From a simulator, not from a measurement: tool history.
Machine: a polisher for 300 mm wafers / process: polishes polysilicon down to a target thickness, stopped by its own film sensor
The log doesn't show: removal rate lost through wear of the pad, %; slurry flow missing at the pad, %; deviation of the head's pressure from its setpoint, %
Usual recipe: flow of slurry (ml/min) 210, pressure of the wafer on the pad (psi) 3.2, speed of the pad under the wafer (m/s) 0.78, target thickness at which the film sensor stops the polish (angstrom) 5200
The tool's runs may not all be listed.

run	hour	flow of slurry (ml/min)	pressure of the wafer on the pad (psi)	speed of the pad under the wafer (m/s)	target thickness at which the film sensor stops the polish (angstrom)	wafers since the last listed run	wafers polished on this pad	hours since the slurry nozzle was cleaned	hours since the head pressure was calibrated	incoming thickness of the incoming film, nm	time until the film sensor stopped the polish (s)
1	0.0	210	3.2	0.78	5200	0	642	321.5	781.5	944.6	50.6
# hour 54.8: worn pad replaced by a new one
2	69.4	210	3.2	0.78	5200	595	132	390.9	850.9	925.6	49.9
3	112.9	210	3.2	0.78	5200	396	529	434.4	894.4	927.5	48.7
# hour 181.4: worn pad replaced by a new one
4	184.9	210	3.8	0.78	5200	619	31	506.4	966.4	919.0	39.2
5	215.9	210	3.8	0.78	5200	282	314	537.4	997.4	924.6	39.4
6	248.5	210	3.8	0.78	5200	297	611	570.0	1030.0	934.4	41.3
7	299.9	180	3.2	0.78	5200	468	1079	621.4	1081.4	929.0	46.8
# hour 345.5: worn pad replaced by a new one
8	349.9	180	3.2	0.78	5200	419	40	671.4	1131.4	939.0	49.9
9	386.7	210	3.9	0.78	6200	335	375	708.2	1168.2	920.9	27.8
10	420.1	210	3.2	0.78	5200	304	680	741.6	1201.6	924.9	45.3
11	457.4	230	3.2	0.78	5200	339	1019	778.9	1238.9	931.2	45.8
# hour 486.4: worn pad replaced by a new one
12	525.6	210	3.9	0.78	6200	584	357	847.1	1307.1	915.9	26.4
# hour 544.5: slurry nozzle cleaned
# hour 554.6: head pressure recalibrated
13	555.1	145	3.2	0.78	4720	241	598	10.6	0.5	926.2	60.8
14	607.4	280	3.2	0.78	5200	476	1075	62.9	52.8	939.6	51.7
# hour 648.2: worn pad replaced by a new one
15	667.1	210	3.2	0.78	5200	507	172	122.6	112.5	927.4	50.3
16	733.9	140	3.2	0.68	5200	608	780	189.4	179.3	931.7	63.3

What if the next run were any one of these 5? Each begins from the tool's condition after run 16:
A	734.3	210	3.2	0.92	5200	3	784	189.8	179.7	949.1	?
B	734.3	210	3.2	0.64	5200	3	784	189.8	179.7	949.1	?
C	734.3	210	3.6	0.78	4060	3	784	189.8	179.7	949.1	?
D	734.3	255	3.2	0.78	5870	3	784	189.8	179.7	949.1	?
E	734.3	210	2.6	0.60	5200	3	784	189.8	179.7	949.1	?

run	time until the film sensor stopped the polish (s)
A	46.3
B	65.3
C	61.0
D	44.7
E	85.4
What these runs would have given with no unlogged condition in the tool:
run	time until the film sensor stopped the polish (s)
A	45.9
B	64.7
C	60.4
D	44.3
E	84.6
